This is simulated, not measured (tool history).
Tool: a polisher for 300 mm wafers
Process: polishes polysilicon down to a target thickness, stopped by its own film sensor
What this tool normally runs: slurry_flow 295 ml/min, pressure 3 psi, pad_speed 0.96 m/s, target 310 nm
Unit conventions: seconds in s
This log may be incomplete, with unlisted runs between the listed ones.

run   hour  slurry_flow  pressure  pad_speed  target  incoming thickness of the incoming film, nm  seconds
  1    0.0          295         3       0.96     310                                        810.3     49.9
  2   22.5          295         3       0.96     310                                        794.1     47.7
  3   39.7          295         3       0.96     310                                        786.9     48.0
  4   59.1          295         3       0.96     310                                        795.7     48.5
  5   79.8          295         3       0.96     310                                        817.4     50.1
  6   99.7          295         3       0.96     310                                        805.8     50.2
     114.0  -- worn pad replaced by a new one
  7  117.3          295         3       0.96     310                                        805.4     49.9
  8  138.0          295         3       0.96     310                                        801.8     47.9
  9  156.5          295         3       0.96     310                                        801.0     50.1
 10  174.4          295         3       0.96     310                                        809.5     48.6
     179.5  -- slurry nozzle cleaned
 11  209.1          295         3       0.96     310                                        797.8     48.6
     226.9  -- worn pad replaced by a new one
 12  242.4          245         4       0.96     387                                        799.6     36.3
     270.7  -- head pressure recalibrated
 13  271.2          295         3       0.96     310                                        800.3     48.8
     346.5  -- worn pad replaced by a new one
 14  361.1          295         3       0.96     310                                        803.5     47.8

Run 15, settings as shown, results not yet in. Your forecast:
 15  381.8          295         3       0.96     443                                        805.9        ?

seconds: 35.5 s
If the tool had no hidden condition, the same run with the same run-to-run variation would have returned seconds 35.5 s.

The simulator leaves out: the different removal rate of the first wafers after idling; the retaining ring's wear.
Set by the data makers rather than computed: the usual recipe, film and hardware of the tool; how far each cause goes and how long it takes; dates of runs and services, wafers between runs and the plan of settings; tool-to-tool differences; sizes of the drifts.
